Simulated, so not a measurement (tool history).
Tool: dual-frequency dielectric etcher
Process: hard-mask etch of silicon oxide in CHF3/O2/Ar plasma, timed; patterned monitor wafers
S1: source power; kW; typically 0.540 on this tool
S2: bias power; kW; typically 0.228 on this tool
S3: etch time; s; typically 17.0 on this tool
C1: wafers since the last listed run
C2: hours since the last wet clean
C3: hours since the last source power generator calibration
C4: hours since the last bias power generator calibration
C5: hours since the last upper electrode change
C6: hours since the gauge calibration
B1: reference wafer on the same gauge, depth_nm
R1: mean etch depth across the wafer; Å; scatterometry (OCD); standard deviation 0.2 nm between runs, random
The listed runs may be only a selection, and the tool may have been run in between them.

{"run": 1, "hour": 0.0, "S1": 0.54, "S2": 0.228, "S3": 17.0, "C1": 0, "C2": 464.9, "C3": 1604.8, "C4": 2876.9, "C5": 1902.1, "C6": 306.3, "B1": 29.47, "R1": 297.7}
{"run": 2, "hour": 24.5, "S1": 0.54, "S2": 0.228, "S3": 17.0, "C1": 283, "C2": 489.4, "C3": 1629.3, "C4": 2901.4, "C5": 1926.6, "C6": 330.8, "B1": 29.45, "R1": 297.8}
{"run": 3, "hour": 52.1, "S1": 0.54, "S2": 0.228, "S3": 17.0, "C1": 319, "C2": 517.0, "C3": 1656.9, "C4": 2929.0, "C5": 1954.2, "C6": 358.4, "B1": 29.54, "R1": 297.3}
{"run": 4, "hour": 82.9, "S1": 0.54, "S2": 0.228, "S3": 20.0, "C1": 356, "C2": 547.8, "C3": 1687.7, "C4": 2959.8, "C5": 1985.0, "C6": 389.2, "B1": 29.56, "R1": 351.5}
{"run": 5, "hour": 117.9, "S1": 0.54, "S2": 0.228, "S3": 20.0, "C1": 405, "C2": 582.8, "C3": 1722.7, "C4": 2994.8, "C5": 2020.0, "C6": 424.2, "B1": 29.57, "R1": 352.2}
{"run": 6, "hour": 132.7, "S1": 0.54, "S2": 0.228, "S3": 17.0, "C1": 171, "C2": 597.6, "C3": 1737.5, "C4": 3009.6, "C5": 2034.8, "C6": 439.0, "B1": 29.57, "R1": 294.7}
{"hour": 167.1, "done": "wet clean of the chamber"}
{"run": 7, "hour": 167.6, "S1": 0.49, "S2": 0.253, "S3": 17.0, "C1": 126, "C2": 0.5, "C3": 1772.4, "C4": 3044.5, "C5": 2069.7, "C6": 473.9, "B1": 29.47, "R1": 315.5}
{"run": 8, "hour": 168.0, "S1": 0.49, "S2": 0.253, "S3": 17.0, "C1": 4, "C2": 0.9, "C3": 1772.8, "C4": 3044.9, "C5": 2070.1, "C6": 474.3, "B1": 29.55, "R1": 314.7}
{"run": 9, "hour": 182.2, "S1": 0.49, "S2": 0.253, "S3": 17.0, "C1": 164, "C2": 15.1, "C3": 1787.0, "C4": 3059.1, "C5": 2084.3, "C6": 488.5, "B1": 29.55, "R1": 312.9}
{"run": 10, "hour": 206.7, "S1": 0.54, "S2": 0.228, "S3": 17.0, "C1": 283, "C2": 39.6, "C3": 1811.5, "C4": 3083.6, "C5": 2108.8, "C6": 513.0, "B1": 29.47, "R1": 311.9}
{"run": 11, "hour": 220.1, "S1": 0.54, "S2": 0.228, "S3": 17.0, "C1": 155, "C2": 53.0, "C3": 1824.9, "C4": 3097.0, "C5": 2122.2, "C6": 526.4, "B1": 29.45, "R1": 316.2}
{"hour": 245.1, "done": "upper electrode replaced, of another model than before"}
{"run": 12, "hour": 245.6, "S1": 0.54, "S2": 0.228, "S3": 17.0, "C1": 17, "C2": 78.5, "C3": 1850.4, "C4": 3122.5, "C5": 0.5, "C6": 551.9, "B1": 29.54, "R1": 312.3}
{"hour": 253.2, "done": "gauge calibrated"}
{"run": 13, "hour": 253.6, "S1": 0.59, "S2": 0.228, "S3": 17.0, "C1": 92, "C2": 86.5, "C3": 1858.4, "C4": 3130.5, "C5": 8.5, "C6": 0.4, "B1": 29.61, "R1": 324.3}
{"hour": 261.6, "done": "source power generator calibrated"}
{"run": 14, "hour": 272.0, "S1": 0.6, "S2": 0.244, "S3": 22.0, "C1": 166, "C2": 104.9, "C3": 10.4, "C4": 3148.9, "C5": 26.9, "C6": 18.8, "B1": 29.52, "R1": 445.1}
{"run": 15, "hour": 296.8, "S1": 0.49, "S2": 0.179, "S3": 18.5, "C1": 287, "C2": 129.7, "C3": 35.2, "C4": 3173.7, "C5": 51.7, "C6": 43.6, "B1": 29.56, "R1": 260.6}
{"hour": 304.5, "done": "bias power generator calibrated"}
{"run": 16, "hour": 311.1, "S1": 0.54, "S2": 0.204, "S3": 19.5, "C1": 119, "C2": 144.0, "C3": 49.5, "C4": 6.6, "C5": 66.0, "C6": 57.9, "B1": 29.46, "R1": 330.6}
{"run": 17, "hour": 323.8, "S1": 0.54, "S2": 0.228, "S3": 17.0, "C1": 147, "C2": 156.7, "C3": 62.2, "C4": 19.3, "C5": 78.7, "C6": 70.6, "B1": 29.5, "R1": 310.8}
{"run": 18, "hour": 358.6, "S1": 0.54, "S2": 0.228, "S3": 17.0, "C1": 403, "C2": 191.5, "C3": 97.0, "C4": 54.1, "C5": 113.5, "C6": 105.4, "B1": 29.52, "R1": 313.6}
{"run": 19, "hour": 372.8, "S1": 0.49, "S2": 0.21, "S3": 19.0, "C1": 164, "C2": 205.7, "C3": 111.2, "C4": 68.3, "C5": 127.7, "C6": 119.6, "B1": 29.53, "R1": 306.0}
{"run": 20, "hour": 397.8, "S1": 0.44, "S2": 0.192, "S3": 17.0, "C1": 289, "C2": 230.7, "C3": 136.2, "C4": 93.3, "C5": 152.7, "C6": 144.6, "B1": 29.49, "R1": 236.8}
{"run": 21, "hour": 425.2, "S1": 0.65, "S2": 0.265, "S3": 18.5, "C1": 317, "C2": 258.1, "C3": 163.6, "C4": 120.7, "C5": 180.1, "C6": 172.0, "B1": 29.48, "R1": 409.9}
{"run": 22, "hour": 456.6, "S1": 0.54, "S2": 0.228, "S3": 21.0, "C1": 363, "C2": 289.5, "C3": 195.0, "C4": 152.1, "C5": 211.5, "C6": 203.4, "B1": 29.51, "R1": 381.8}
{"run": 23, "hour": 485.9, "S1": 0.54, "S2": 0.243, "S3": 17.0, "C1": 339, "C2": 318.8, "C3": 224.3, "C4": 181.4, "C5": 240.8, "C6": 232.7, "B1": 29.46, "R1": 320.3}

Branching from run 23: 4 alternative next runs. What would each branch give?
{"run": "A", "hour": 486.3, "S1": 0.54, "S2": 0.228, "S3": 20.5, "C1": 4, "C2": 319.2, "C3": 224.7, "C4": 181.8, "C5": 241.2, "C6": 233.1, "B1": "?", "R1": "?"}
{"run": "B", "hour": 486.3, "S1": 0.41, "S2": 0.228, "S3": 17.0, "C1": 4, "C2": 319.2, "C3": 224.7, "C4": 181.8, "C5": 241.2, "C6": 233.1, "B1": "?", "R1": "?"}
{"run": "C", "hour": 486.3, "S1": 0.54, "S2": 0.249, "S3": 17.0, "C1": 4, "C2": 319.2, "C3": 224.7, "C4": 181.8, "C5": 241.2, "C6": 233.1, "B1": "?", "R1": "?"}
{"run": "D", "hour": 486.3, "S1": 0.4, "S2": 0.228, "S3": 15.5, "C1": 4, "C2": 319.2, "C3": 224.7, "C4": 181.8, "C5": 241.2, "C6": 233.1, "B1": "?", "R1": "?"}

run=A B1=29.52 R1=369.3
run=B B1=29.52 R1=256.5
run=C B1=29.52 R1=325.6
run=D B1=29.52 R1=229.7
Had the tool no hidden state, the same runs would have come out as:
run=A R1=379.5
run=B R1=263.6
run=C R1=334.6
run=D R1=236.1
